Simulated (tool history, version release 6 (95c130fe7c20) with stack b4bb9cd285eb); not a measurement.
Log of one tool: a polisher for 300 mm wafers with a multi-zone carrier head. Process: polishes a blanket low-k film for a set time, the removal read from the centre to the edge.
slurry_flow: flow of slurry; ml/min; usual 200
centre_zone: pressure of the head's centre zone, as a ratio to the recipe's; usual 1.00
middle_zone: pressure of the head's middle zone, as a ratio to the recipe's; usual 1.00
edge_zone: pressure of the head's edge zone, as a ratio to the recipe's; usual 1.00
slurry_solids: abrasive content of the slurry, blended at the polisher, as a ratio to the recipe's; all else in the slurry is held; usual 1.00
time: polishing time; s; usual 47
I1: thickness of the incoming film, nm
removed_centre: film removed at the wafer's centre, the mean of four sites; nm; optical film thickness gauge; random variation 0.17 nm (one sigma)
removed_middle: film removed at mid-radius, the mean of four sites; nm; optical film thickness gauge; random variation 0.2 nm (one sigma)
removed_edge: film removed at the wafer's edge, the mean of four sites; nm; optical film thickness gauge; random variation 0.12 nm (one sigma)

{"run": 1, "hour": 0.0, "slurry_flow": 200, "centre_zone": 0.93, "middle_zone": 1.0, "edge_zone": 1.0, "slurry_solids": 1.0, "time": 39, "I1": 596.4, "removed_centre": 10.9, "removed_middle": 11.4, "removed_edge": 11.9}
{"hour": 19.7, "done": "worn pad replaced by a new one"}
{"run": 2, "hour": 20.2, "slurry_flow": 200, "centre_zone": 0.93, "middle_zone": 1.0, "edge_zone": 1.0, "slurry_solids": 1.0, "time": 39, "I1": 609.0, "removed_centre": 10.6, "removed_middle": 11.5, "removed_edge": 11.7}
{"run": 3, "hour": 24.5, "slurry_flow": 200, "centre_zone": 0.95, "middle_zone": 1.0, "edge_zone": 1.0, "slurry_solids": 1.0, "time": 47, "I1": 610.8, "removed_centre": 13.1, "removed_middle": 13.6, "removed_edge": 14.2}
{"run": 4, "hour": 41.5, "slurry_flow": 200, "centre_zone": 0.95, "middle_zone": 1.0, "edge_zone": 1.0, "slurry_solids": 1.0, "time": 47, "I1": 600.5, "removed_centre": 13.2, "removed_middle": 13.8, "removed_edge": 14.0}
{"run": 5, "hour": 58.3, "slurry_flow": 200, "centre_zone": 1.0, "middle_zone": 1.0, "edge_zone": 1.0, "slurry_solids": 1.0, "time": 47, "I1": 599.9, "removed_centre": 14.0, "removed_middle": 13.4, "removed_edge": 14.2}
{"run": 6, "hour": 67.7, "slurry_flow": 200, "centre_zone": 1.0, "middle_zone": 1.0, "edge_zone": 1.0, "slurry_solids": 1.0, "time": 47, "I1": 597.2, "removed_centre": 14.1, "removed_middle": 13.7, "removed_edge": 14.1}
{"hour": 71.3, "done": "centre zone pressure recalibrated"}
{"hour": 75.9, "done": "slurry nozzle cleaned"}
{"hour": 108.1, "done": "worn pad replaced by a new one"}
{"run": 7, "hour": 114.5, "slurry_flow": 200, "centre_zone": 1.0, "middle_zone": 1.0, "edge_zone": 1.0, "slurry_solids": 1.0, "time": 47, "I1": 605.8, "removed_centre": 14.8, "removed_middle": 14.7, "removed_edge": 14.6}
{"run": 8, "hour": 130.8, "slurry_flow": 200, "centre_zone": 1.0, "middle_zone": 1.0, "edge_zone": 1.0, "slurry_solids": 1.0, "time": 47, "I1": 592.3, "removed_centre": 14.6, "removed_middle": 14.5, "removed_edge": 14.7}
{"run": 9, "hour": 140.0, "slurry_flow": 200, "centre_zone": 1.0, "middle_zone": 1.0, "edge_zone": 1.0, "slurry_solids": 1.0, "time": 47, "I1": 596.6, "removed_centre": 14.3, "removed_middle": 14.2, "removed_edge": 14.6}
{"run": 10, "hour": 147.3, "slurry_flow": 200, "centre_zone": 1.0, "middle_zone": 1.0, "edge_zone": 0.96, "slurry_solids": 1.1, "time": 47, "I1": 596.9, "removed_centre": 15.0, "removed_middle": 14.8, "removed_edge": 15.0}
{"run": 11, "hour": 154.5, "slurry_flow": 200, "centre_zone": 1.0, "middle_zone": 1.0, "edge_zone": 1.0, "slurry_solids": 1.0, "time": 47, "I1": 601.1, "removed_centre": 14.4, "removed_middle": 14.4, "removed_edge": 14.5}
{"run": 12, "hour": 170.8, "slurry_flow": 200, "centre_zone": 1.0, "middle_zone": 1.0, "edge_zone": 1.0, "slurry_solids": 1.1, "time": 47, "I1": 605.1, "removed_centre": 15.5, "removed_middle": 15.0, "removed_edge": 15.1}
{"hour": 176.2, "done": "edge zone pressure recalibrated"}
{"run": 13, "hour": 178.1, "slurry_flow": 235, "centre_zone": 1.0, "middle_zone": 1.07, "edge_zone": 0.96, "slurry_solids": 0.7, "time": 47, "I1": 605.3, "removed_centre": 12.4, "removed_middle": 12.6, "removed_edge": 11.9}
{"hour": 185.9, "done": "worn pad replaced by a new one"}
{"run": 14, "hour": 192.3, "slurry_flow": 200, "centre_zone": 1.0, "middle_zone": 1.0, "edge_zone": 1.0, "slurry_solids": 0.85, "time": 40, "I1": 601.3, "removed_centre": 11.4, "removed_middle": 11.1, "removed_edge": 11.3}
{"hour": 197.4, "done": "carrier head's membrane replaced by a new one"}
{"run": 15, "hour": 198.6, "slurry_flow": 200, "centre_zone": 1.0, "middle_zone": 1.0, "edge_zone": 0.89, "slurry_solids": 0.7, "time": 47, "I1": 596.5, "removed_centre": 12.1, "removed_middle": 11.9, "removed_edge": 11.3}
{"run": 16, "hour": 204.9, "slurry_flow": 200, "centre_zone": 0.95, "middle_zone": 1.0, "edge_zone": 1.0, "slurry_solids": 1.3, "time": 47, "I1": 594.3, "removed_centre": 15.5, "removed_middle": 16.0, "removed_edge": 16.1}
{"run": 17, "hour": 216.9, "slurry_flow": 200, "centre_zone": 1.0, "middle_zone": 1.0, "edge_zone": 1.0, "slurry_solids": 1.0, "time": 47, "I1": 600.5, "removed_centre": 14.4, "removed_middle": 13.7, "removed_edge": 14.3}
{"run": 18, "hour": 230.7, "slurry_flow": 245, "centre_zone": 1.05, "middle_zone": 1.0, "edge_zone": 1.1, "slurry_solids": 1.0, "time": 47, "I1": 596.7, "removed_centre": 15.5, "removed_middle": 14.2, "removed_edge": 15.2}
{"run": 19, "hour": 241.0, "slurry_flow": 160, "centre_zone": 0.91, "middle_zone": 1.0, "edge_zone": 1.0, "slurry_solids": 1.0, "time": 47, "I1": 588.1, "removed_centre": 12.4, "removed_middle": 13.2, "removed_edge": 14.0}
{"run": 20, "hour": 251.1, "slurry_flow": 200, "centre_zone": 1.06, "middle_zone": 0.96, "edge_zone": 1.0, "slurry_solids": 0.7, "time": 47, "I1": 587.9, "removed_centre": 12.4, "removed_middle": 11.2, "removed_edge": 11.7}
{"hour": 258.0, "done": "worn pad replaced by a new one"}
{"run": 21, "hour": 265.7, "slurry_flow": 200, "centre_zone": 1.08, "middle_zone": 1.0, "edge_zone": 1.0, "slurry_solids": 1.0, "time": 47, "I1": 607.3, "removed_centre": 14.9, "removed_middle": 13.5, "removed_edge": 14.1}
{"run": 22, "hour": 272.5, "slurry_flow": 200, "centre_zone": 1.08, "middle_zone": 1.09, "edge_zone": 1.0, "slurry_solids": 1.0, "time": 47, "I1": 604.8, "removed_centre": 15.0, "removed_middle": 14.8, "removed_edge": 14.1}

Hidden state or all else? Some run-to-run changes of removed_centre, split into what the settings, what came in and random variation would give without the hidden state, and what is left for the hidden state (with any gauge scatter that isn't in both results):
The hidden state here: removal rate lost through wear of the pad, %; slurry flow missing at the pad, %; deviation of the centre zone's pressure from its setpoint, %; deviation of the edge zone's pressure from its setpoint, %.
Run 2 -> 3: centre_zone 0.93 -> 0.95, time 39 -> 47. removed_centre +2.5 nm: hidden state -0.2, all else +2.7.
Run 6 -> 7: centre zone pressure recalibrated, slurry nozzle cleaned, worn pad replaced by a new one. removed_centre +0.7 nm: hidden state +0.9, all else -0.2.
Run 12 -> 13: slurry_flow 200 -> 235, middle_zone 1.00 -> 1.07, edge_zone 1.00 -> 0.96, slurry_solids 1.10 -> 0.70, edge zone pressure recalibrated. removed_centre -3.1 nm: hidden state +0.1, all else -3.2.
Run 15 -> 16: centre_zone 1.00 -> 0.95, edge_zone 0.89 -> 1.00, slurry_solids 0.70 -> 1.30. removed_centre +3.4 nm: hidden state -0.2, all else +3.6.

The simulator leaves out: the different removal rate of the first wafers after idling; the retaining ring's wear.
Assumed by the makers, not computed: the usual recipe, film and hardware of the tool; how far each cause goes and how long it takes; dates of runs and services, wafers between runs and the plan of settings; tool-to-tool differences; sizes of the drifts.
